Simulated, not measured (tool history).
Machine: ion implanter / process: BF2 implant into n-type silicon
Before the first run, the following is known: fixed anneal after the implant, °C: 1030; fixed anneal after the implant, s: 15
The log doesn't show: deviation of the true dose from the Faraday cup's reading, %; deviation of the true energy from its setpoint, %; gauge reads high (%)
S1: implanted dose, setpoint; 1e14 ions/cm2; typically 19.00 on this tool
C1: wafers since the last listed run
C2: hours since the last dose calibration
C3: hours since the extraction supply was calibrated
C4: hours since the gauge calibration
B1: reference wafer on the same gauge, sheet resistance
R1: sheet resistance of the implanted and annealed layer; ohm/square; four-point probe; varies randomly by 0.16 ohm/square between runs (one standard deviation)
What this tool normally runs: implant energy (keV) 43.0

{"run": 1, "hour": 0.0, "S1": 19.0, "implant energy (keV)": 43.0, "C1": 0, "C2": 2297.9, "C3": 4783.0, "C4": 79.8, "B1": 102.73, "R1": 103.74}
{"run": 2, "hour": 6.8, "S1": 19.0, "implant energy (keV)": 43.0, "C1": 78, "C2": 2304.7, "C3": 4789.8, "C4": 86.6, "B1": 102.69, "R1": 103.7}
{"run": 3, "hour": 16.8, "S1": 19.0, "implant energy (keV)": 43.0, "C1": 115, "C2": 2314.7, "C3": 4799.8, "C4": 96.6, "B1": 102.77, "R1": 103.91}
{"run": 4, "hour": 30.9, "S1": 19.0, "implant energy (keV)": 43.0, "C1": 163, "C2": 2328.8, "C3": 4813.9, "C4": 110.7, "B1": 102.63, "R1": 103.48}
{"run": 5, "hour": 39.4, "S1": 19.0, "implant energy (keV)": 43.0, "C1": 98, "C2": 2337.3, "C3": 4822.4, "C4": 119.2, "B1": 102.55, "R1": 103.54}
{"run": 6, "hour": 55.7, "S1": 19.0, "implant energy (keV)": 43.0, "C1": 188, "C2": 2353.6, "C3": 4838.7, "C4": 135.5, "B1": 102.52, "R1": 103.49}
{"run": 7, "hour": 67.4, "S1": 19.0, "implant energy (keV)": 43.0, "C1": 135, "C2": 2365.3, "C3": 4850.4, "C4": 147.2, "B1": 102.49, "R1": 103.2}
{"hour": 85.7, "done": "Faraday cup replaced and dose calibrated"}
{"run": 8, "hour": 86.2, "S1": 22.38, "implant energy (keV)": 55.0, "C1": 124, "C2": 0.5, "C3": 4869.2, "C4": 166.0, "B1": 102.4, "R1": 88.96}
{"hour": 94.2, "done": "extraction supply calibrated"}
{"run": 9, "hour": 99.7, "S1": 19.0, "implant energy (keV)": 43.0, "C1": 64, "C2": 14.0, "C3": 5.5, "C4": 179.5, "B1": 102.32, "R1": 103.12}
{"hour": 112.9, "done": "gauge calibrated"}
{"run": 10, "hour": 116.8, "S1": 24.23, "implant energy (keV)": 32.5, "C1": 198, "C2": 31.1, "C3": 22.6, "C4": 3.9, "B1": 102.99, "R1": 115.22}
{"run": 11, "hour": 134.1, "S1": 14.93, "implant energy (keV)": 58.0, "C1": 200, "C2": 48.4, "C3": 39.9, "C4": 21.2, "B1": 102.85, "R1": 99.69}
{"run": 12, "hour": 151.9, "S1": 23.6, "implant energy (keV)": 47.0, "C1": 206, "C2": 66.2, "C3": 57.7, "C4": 39.0, "B1": 102.77, "R1": 96.3}
{"run": 13, "hour": 160.8, "S1": 24.16, "implant energy (keV)": 47.5, "C1": 103, "C2": 75.1, "C3": 66.6, "C4": 47.9, "B1": 102.83, "R1": 95.29}
{"run": 14, "hour": 176.4, "S1": 19.0, "implant energy (keV)": 29.5, "C1": 180, "C2": 90.7, "C3": 82.2, "C4": 63.5, "B1": 102.73, "R1": 122.84}

Here are 4 independent what-if runs from the current tool condition. What would each one return?
{"run": "A", "hour": 176.8, "S1": 19.0, "implant energy (keV)": 54.0, "C1": 4, "C2": 91.1, "C3": 82.6, "C4": 63.9, "B1": "?", "R1": "?"}
{"run": "B", "hour": 176.8, "S1": 19.0, "implant energy (keV)": 50.5, "C1": 4, "C2": 91.1, "C3": 82.6, "C4": 63.9, "B1": "?", "R1": "?"}
{"run": "C", "hour": 176.8, "S1": 19.0, "implant energy (keV)": 56.5, "C1": 4, "C2": 91.1, "C3": 82.6, "C4": 63.9, "B1": "?", "R1": "?"}
{"run": "D", "hour": 176.8, "S1": 17.52, "implant energy (keV)": 50.5, "C1": 4, "C2": 91.1, "C3": 82.6, "C4": 63.9, "B1": "?", "R1": "?"}

run=A B1=102.79 R1=93.38
run=B B1=102.79 R1=96.21
run=C B1=102.79 R1=91.54
run=D B1=102.79 R1=98.31
The same runs, with their run-to-run variation unchanged, on a tool lacking any hidden condition would have given:
run=A R1=93.62
run=B R1=96.46
run=C R1=91.78
run=D R1=98.57
